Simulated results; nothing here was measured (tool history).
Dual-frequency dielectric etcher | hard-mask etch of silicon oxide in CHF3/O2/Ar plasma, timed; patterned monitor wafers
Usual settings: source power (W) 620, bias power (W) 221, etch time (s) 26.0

| run | hour | source power (W) | bias power (W) | etch time (s) | wafers since the last listed run | hours since the last wet clean | hours since the last source power generator calibration | hours since the last bias power generator calibration | hours since the last upper electrode change | hours since the gauge calibration | read-back reference wafer on the same gauge, depth_nm | mean etch depth across the wafer (nm) |
|---|---|---|---|---|---|---|---|---|---|---|---|---|
| 1 | 0.0 | 550 | 221 | 26.0 | 0 | 455.3 | 3911.1 | 2979.9 | 4114.5 | 401.6 | 48.5 | 58.9 |
| 2 | 12.4 | 620 | 221 | 26.0 | 109 | 467.7 | 3923.5 | 2992.3 | 4126.9 | 414.0 | 48.6 | 62.2 |
| 3 | 47.3 | 620 | 190 | 26.0 | 307 | 502.6 | 3958.4 | 3027.2 | 4161.8 | 448.9 | 48.5 | 60.2 |
| 4 | 70.4 | 620 | 190 | 26.0 | 203 | 525.7 | 3981.5 | 3050.3 | 4184.9 | 472.0 | 48.5 | 59.9 |
| 5 | 92.0 | 620 | 190 | 26.0 | 190 | 547.3 | 4003.1 | 3071.9 | 4206.5 | 493.6 | 48.5 | 60.2 |
|  | 98.4 | bias power generator calibrated |
|  | 122.5 | wet clean of the chamber |
| 6 | 123.0 | 620 | 221 | 26.0 | 26 | 0.5 | 4034.1 | 24.6 | 4237.5 | 524.6 | 48.5 | 60.5 |
|  | 139.4 | source power generator calibrated |
| 7 | 139.9 | 620 | 221 | 26.0 | 113 | 17.4 | 0.5 | 41.5 | 4254.4 | 541.5 | 48.5 | 60.2 |
| 8 | 160.1 | 680 | 258 | 26.0 | 177 | 37.6 | 20.7 | 61.7 | 4274.6 | 561.7 | 48.5 | 65.6 |
| 9 | 195.2 | 680 | 258 | 26.0 | 309 | 72.7 | 55.8 | 96.8 | 4309.7 | 596.8 | 48.5 | 65.7 |
| 10 | 218.9 | 760 | 203 | 34.0 | 208 | 96.4 | 79.5 | 120.5 | 4333.4 | 620.5 | 48.5 | 85.1 |
| 11 | 231.4 | 620 | 221 | 22.5 | 110 | 108.9 | 92.0 | 133.0 | 4345.9 | 633.0 | 48.5 | 52.5 |
| 12 | 252.3 | 730 | 181 | 32.0 | 184 | 129.8 | 112.9 | 153.9 | 4366.8 | 653.9 | 48.6 | 77.1 |
| 13 | 328.2 | 620 | 221 | 26.0 | 668 | 205.7 | 188.8 | 229.8 | 4442.7 | 729.8 | 48.5 | 61.4 |
| 14 | 360.3 | 620 | 221 | 26.0 | 282 | 237.8 | 220.9 | 261.9 | 4474.8 | 761.9 | 48.5 | 61.8 |
| 15 | 389.7 | 620 | 221 | 26.0 | 259 | 267.2 | 250.3 | 291.3 | 4504.2 | 791.3 | 48.5 | 61.5 |
| 16 | 442.5 | 620 | 174 | 26.0 | 465 | 320.0 | 303.1 | 344.1 | 4557.0 | 844.1 | 48.5 | 58.8 |
|  | 450.5 | gauge calibrated |
|  | 479.0 | upper electrode replaced, of another model than before |
| 17 | 479.5 | 520 | 221 | 26.0 | 114 | 357.0 | 340.1 | 381.1 | 0.5 | 29.0 | 48.5 | 58.7 |
| 18 | 500.1 | 620 | 221 | 26.0 | 181 | 377.6 | 360.7 | 401.7 | 21.1 | 49.6 | 48.5 | 61.6 |
| 19 | 531.4 | 500 | 221 | 26.0 | 275 | 408.9 | 392.0 | 433.0 | 52.4 | 80.9 | 48.5 | 58.0 |
| 20 | 567.0 | 620 | 190 | 26.0 | 313 | 444.5 | 427.6 | 468.6 | 88.0 | 116.5 | 48.5 | 61.2 |
| 21 | 586.2 | 730 | 221 | 26.0 | 169 | 463.7 | 446.8 | 487.8 | 107.2 | 135.7 | 48.5 | 66.1 |
| 22 | 620.2 | 550 | 269 | 26.0 | 299 | 497.7 | 480.8 | 521.8 | 141.2 | 169.7 | 48.5 | 62.3 |
| 23 | 653.9 | 620 | 221 | 26.0 | 296 | 531.4 | 514.5 | 555.5 | 174.9 | 203.4 | 48.5 | 62.8 |
| 24 | 683.5 | 730 | 181 | 32.0 | 260 | 561.0 | 544.1 | 585.1 | 204.5 | 233.0 | 48.4 | 78.6 |
|  | 717.4 | wet clean of the chamber |
| 25 | 717.9 | 620 | 221 | 26.0 | 91 | 0.5 | 578.5 | 619.5 | 238.9 | 267.4 | 48.5 | 60.4 |
| 26 | 739.9 | 620 | 188 | 26.0 | 193 | 22.5 | 600.5 | 641.5 | 260.9 | 289.4 | 48.5 | 59.1 |
| 27 | 767.1 | 750 | 195 | 26.0 | 239 | 49.7 | 627.7 | 668.7 | 288.1 | 316.6 | 48.5 | 63.6 |
| 28 | 797.8 | 620 | 221 | 21.5 | 270 | 80.4 | 658.4 | 699.4 | 318.8 | 347.3 | 48.5 | 50.7 |
| 29 | 816.0 | 670 | 221 | 32.5 | 160 | 98.6 | 676.6 | 717.6 | 337.0 | 365.5 | 48.5 | 78.0 |
| 30 | 838.3 | 760 | 221 | 28.5 | 196 | 120.9 | 698.9 | 739.9 | 359.3 | 387.8 | 48.5 | 71.6 |
| 31 | 868.1 | 620 | 192 | 31.5 | 262 | 150.7 | 728.7 | 769.7 | 389.1 | 417.6 | 48.5 | 72.4 |

3 ways to go on from here, each from the tool as it stands after run 31. What would each give?
| A | 868.5 | 620 | 221 | 26.0 | 3 | 151.1 | 729.1 | 770.1 | 389.5 | 418.0 | ? | ? |
| B | 868.5 | 770 | 221 | 22.0 | 3 | 151.1 | 729.1 | 770.1 | 389.5 | 418.0 | ? | ? |
| C | 868.5 | 740 | 237 | 26.0 | 3 | 151.1 | 729.1 | 770.1 | 389.5 | 418.0 | ? | ? |

| run | read-back reference wafer on the same gauge, depth_nm | mean etch depth across the wafer (nm) |
|---|---|---|
| A | 48.5 | 61.2 |
| B | 48.5 | 55.6 |
| C | 48.5 | 65.7 |
Without the tool's hidden state the same runs would have given:
| run | mean etch depth across the wafer (nm) |
|---|---|
| A | 60.5 |
| B | 55.0 |
| C | 64.9 |
